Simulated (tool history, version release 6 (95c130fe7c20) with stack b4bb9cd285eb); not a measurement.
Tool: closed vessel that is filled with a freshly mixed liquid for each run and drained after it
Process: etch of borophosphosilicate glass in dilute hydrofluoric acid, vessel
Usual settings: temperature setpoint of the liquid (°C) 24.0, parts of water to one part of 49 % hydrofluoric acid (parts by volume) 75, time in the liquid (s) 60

| run | hour | temperature setpoint of the liquid (°C) | parts of water to one part of 49 % hydrofluoric acid (parts by volume) | time in the liquid (s) | wafers since the last listed run | hours since the thermometer was replaced | hours since the hydrofluoric acid flow meter was replaced | hours since the gauge calibration | read-back film thickness of the borophosphosilicate glass reference wafer, read on the same gauge (nm) | thickness taken off the borophosphosilicate glass on a monitor wafer (angstrom) |
|---|---|---|---|---|---|---|---|---|---|---|
| 1 | 0.0 | 24.0 | 75 | 60 | 0 | 1414.2 | 1414.7 | 2.5 | 129.98 | 427.0 |
| 2 | 15.1 | 24.0 | 75 | 60 | 2203 | 1429.3 | 1429.8 | 17.6 | 130.01 | 428.6 |
| 3 | 30.0 | 24.0 | 75 | 60 | 2174 | 1444.2 | 1444.7 | 32.5 | 130.00 | 427.8 |
| 4 | 40.0 | 24.0 | 75 | 60 | 1459 | 1454.2 | 1454.7 | 42.5 | 130.02 | 428.7 |
| 5 | 55.5 | 24.0 | 75 | 60 | 2261 | 1469.7 | 1470.2 | 58.0 | 130.02 | 428.5 |
| 6 | 69.4 | 24.0 | 75 | 60 | 2028 | 1483.6 | 1484.1 | 71.9 | 130.00 | 429.9 |
| 7 | 77.8 | 24.0 | 75 | 60 | 1225 | 1492.0 | 1492.5 | 80.3 | 129.97 | 427.9 |
| 8 | 92.9 | 24.0 | 75 | 60 | 2203 | 1507.1 | 1507.6 | 95.4 | 129.98 | 430.5 |
|  | 105.5 | hydrofluoric acid flow meter replaced |
|  | 126.1 | thermometer replaced |
| 9 | 139.7 | 24.0 | 75 | 60 | 6537 | 13.6 | 34.2 | 142.2 | 130.00 | 376.4 |
| 10 | 152.5 | 24.0 | 75 | 60 | 1867 | 26.4 | 47.0 | 155.0 | 130.01 | 377.7 |
|  | 156.6 | gauge calibrated |
| 11 | 165.9 | 24.0 | 105 | 85 | 1955 | 39.8 | 60.4 | 9.3 | 129.99 | 368.9 |
| 12 | 176.8 | 28.5 | 75 | 60 | 1590 | 50.7 | 71.3 | 20.2 | 130.02 | 451.1 |
| 13 | 190.7 | 24.0 | 100 | 60 | 2028 | 64.6 | 85.2 | 34.1 | 130.02 | 274.9 |
| 14 | 228.4 | 24.0 | 75 | 60 | 5501 | 102.3 | 122.9 | 71.8 | 129.99 | 379.3 |
| 15 | 235.9 | 26.0 | 75 | 60 | 1094 | 109.8 | 130.4 | 79.3 | 130.02 | 411.2 |
| 16 | 247.2 | 27.5 | 75 | 90 | 1648 | 121.1 | 141.7 | 90.6 | 130.05 | 657.4 |

Some steps in thickness taken off the borophosphosilicate glass on a monitor wafer (angstrom) between neighbouring runs. How much of each would the tool show without its hidden state too (settings, what came in, random variation), and how much is left for the hidden state, with any gauge scatter that isn't in both results?
The hidden state here: liquid colder than its thermometer reads (K); hydrofluoric acid flow above the setpoint (%); gauge reads high (%).
Run 8 -> 9: hydrofluoric acid flow meter replaced, thermometer replaced. thickness taken off the borophosphosilicate glass on a monitor wafer (angstrom) -54.1: hidden state -53.1, all else -1.0.
Run 15 -> 16: temperature setpoint of the liquid (°C) 26.0 -> 27.5, time in the liquid (s) 60 -> 90. thickness taken off the borophosphosilicate glass on a monitor wafer (angstrom) +246.2: hidden state +3.8, all else +242.4.
